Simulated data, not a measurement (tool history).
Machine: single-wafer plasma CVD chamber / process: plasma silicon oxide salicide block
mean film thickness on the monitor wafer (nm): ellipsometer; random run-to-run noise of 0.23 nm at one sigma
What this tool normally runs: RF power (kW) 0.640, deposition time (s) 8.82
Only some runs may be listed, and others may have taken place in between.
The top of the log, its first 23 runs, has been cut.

run	hour	RF power (kW)	deposition time (s)	read-back reference wafer on the same gauge, thickness_nm	mean film thickness on the monitor wafer (nm)
24	292.6	0.640	9.59	98.391	91.533
25	299.1	0.735	7.57	98.453	75.668
26	316.0	0.520	10.14	98.400	89.166
27	330.4	0.640	8.82	98.414	83.945
28	340.4	0.715	10.06	98.419	100.077
29	347.7	0.640	8.82	98.324	84.204
30	364.5	0.555	8.82	98.482	79.946
# hour 378.6: RF generator calibrated
31	388.7	0.540	7.57	98.429	69.906
32	403.2	0.715	7.80	98.387	79.308
33	412.2	0.640	7.64	98.380	74.808
34	428.6	0.600	8.82	98.485	84.478
35	445.5	0.540	8.14	98.463	74.798
36	451.9	0.550	9.46	98.354	87.558
37	462.8	0.700	10.45	98.318	105.931
38	477.4	0.640	8.82	98.418	86.209
39	486.8	0.530	10.21	98.357	92.956
40	504.0	0.640	8.82	98.418	86.162
41	517.4	0.590	7.33	98.485	69.123
42	535.1	0.735	7.30	98.317	75.213

Each row is a separate what-if for the run after 42, all from the same tool condition, not one after another. Results?
A	535.5	0.640	8.82	?	?
B	535.5	0.565	9.29	?	?
C	535.5	0.555	10.54	?	?

run	read-back reference wafer on the same gauge, thickness_nm	mean film thickness on the monitor wafer (nm)
A	98.351	86.020
B	98.351	86.426
C	98.351	97.381
The same runs, with their run-to-run variation unchanged, on a tool lacking any hidden condition would have given:
run	mean film thickness on the monitor wafer (nm)
A	87.024
B	87.434
C	98.517

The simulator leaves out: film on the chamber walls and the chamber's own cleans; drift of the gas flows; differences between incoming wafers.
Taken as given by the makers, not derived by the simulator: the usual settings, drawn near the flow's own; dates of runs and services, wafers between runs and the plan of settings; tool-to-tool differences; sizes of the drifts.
